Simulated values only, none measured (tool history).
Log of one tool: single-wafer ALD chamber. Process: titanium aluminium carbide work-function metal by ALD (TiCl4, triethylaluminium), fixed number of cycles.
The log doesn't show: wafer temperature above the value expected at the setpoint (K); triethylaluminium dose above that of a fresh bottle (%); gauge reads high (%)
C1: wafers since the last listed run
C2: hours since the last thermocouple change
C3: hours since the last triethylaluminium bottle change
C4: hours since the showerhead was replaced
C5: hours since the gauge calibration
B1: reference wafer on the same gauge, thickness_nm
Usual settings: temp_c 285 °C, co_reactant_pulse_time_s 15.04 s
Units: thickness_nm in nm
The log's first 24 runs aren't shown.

{"run": 25, "hour": 1747.7, "temp_c": 285, "co_reactant_pulse_time_s": 15.04, "C1": 514, "C2": 297.4, "C3": 269.6, "C4": 915.7, "C5": 683.8, "B1": 2.279, "thickness_nm": 2.083}
{"run": 26, "hour": 1792.4, "temp_c": 273, "co_reactant_pulse_time_s": 10.38, "C1": 328, "C2": 342.1, "C3": 314.3, "C4": 960.4, "C5": 728.5, "B1": 2.28, "thickness_nm": 1.858}
{"run": 27, "hour": 1845.7, "temp_c": 292, "co_reactant_pulse_time_s": 16.62, "C1": 391, "C2": 395.4, "C3": 367.6, "C4": 1013.7, "C5": 781.8, "B1": 2.284, "thickness_nm": 2.159}
{"run": 28, "hour": 1948.2, "temp_c": 296, "co_reactant_pulse_time_s": 16.7, "C1": 752, "C2": 497.9, "C3": 470.1, "C4": 1116.2, "C5": 884.3, "B1": 2.286, "thickness_nm": 2.2}
{"run": 29, "hour": 2061.7, "temp_c": 275, "co_reactant_pulse_time_s": 19.32, "C1": 832, "C2": 611.4, "C3": 583.6, "C4": 1229.7, "C5": 997.8, "B1": 2.282, "thickness_nm": 1.974}
{"run": 30, "hour": 2102.4, "temp_c": 272, "co_reactant_pulse_time_s": 15.04, "C1": 298, "C2": 652.1, "C3": 624.3, "C4": 1270.4, "C5": 1038.5, "B1": 2.284, "thickness_nm": 1.934}
{"run": 31, "hour": 2146.3, "temp_c": 293, "co_reactant_pulse_time_s": 9.77, "C1": 322, "C2": 696.0, "C3": 668.2, "C4": 1314.3, "C5": 1082.4, "B1": 2.276, "thickness_nm": 2.002}
{"run": 32, "hour": 2217.8, "temp_c": 285, "co_reactant_pulse_time_s": 20.92, "C1": 524, "C2": 767.5, "C3": 739.7, "C4": 1385.8, "C5": 1153.9, "B1": 2.281, "thickness_nm": 2.093}

3 ways to go on from here, each from the tool as it stands after run 32. What would each give?
{"run": "A", "hour": 2218.2, "temp_c": 285, "co_reactant_pulse_time_s": 15.04, "C1": 2, "C2": 767.9, "C3": 740.1, "C4": 1386.2, "C5": 1154.3, "B1": "?", "thickness_nm": "?"}
{"run": "B", "hour": 2218.2, "temp_c": 270, "co_reactant_pulse_time_s": 18.38, "C1": 2, "C2": 767.9, "C3": 740.1, "C4": 1386.2, "C5": 1154.3, "B1": "?", "thickness_nm": "?"}
{"run": "C", "hour": 2218.2, "temp_c": 292, "co_reactant_pulse_time_s": 10.38, "C1": 2, "C2": 767.9, "C3": 740.1, "C4": 1386.2, "C5": 1154.3, "B1": "?", "thickness_nm": "?"}

run=A B1=2.284 thickness_nm=2.053
run=B B1=2.284 thickness_nm=1.915
run=C B1=2.284 thickness_nm=2.017
Without the tool's hidden state the same runs would have given:
run=A thickness_nm=2.080
run=B thickness_nm=1.926
run=C thickness_nm=2.100

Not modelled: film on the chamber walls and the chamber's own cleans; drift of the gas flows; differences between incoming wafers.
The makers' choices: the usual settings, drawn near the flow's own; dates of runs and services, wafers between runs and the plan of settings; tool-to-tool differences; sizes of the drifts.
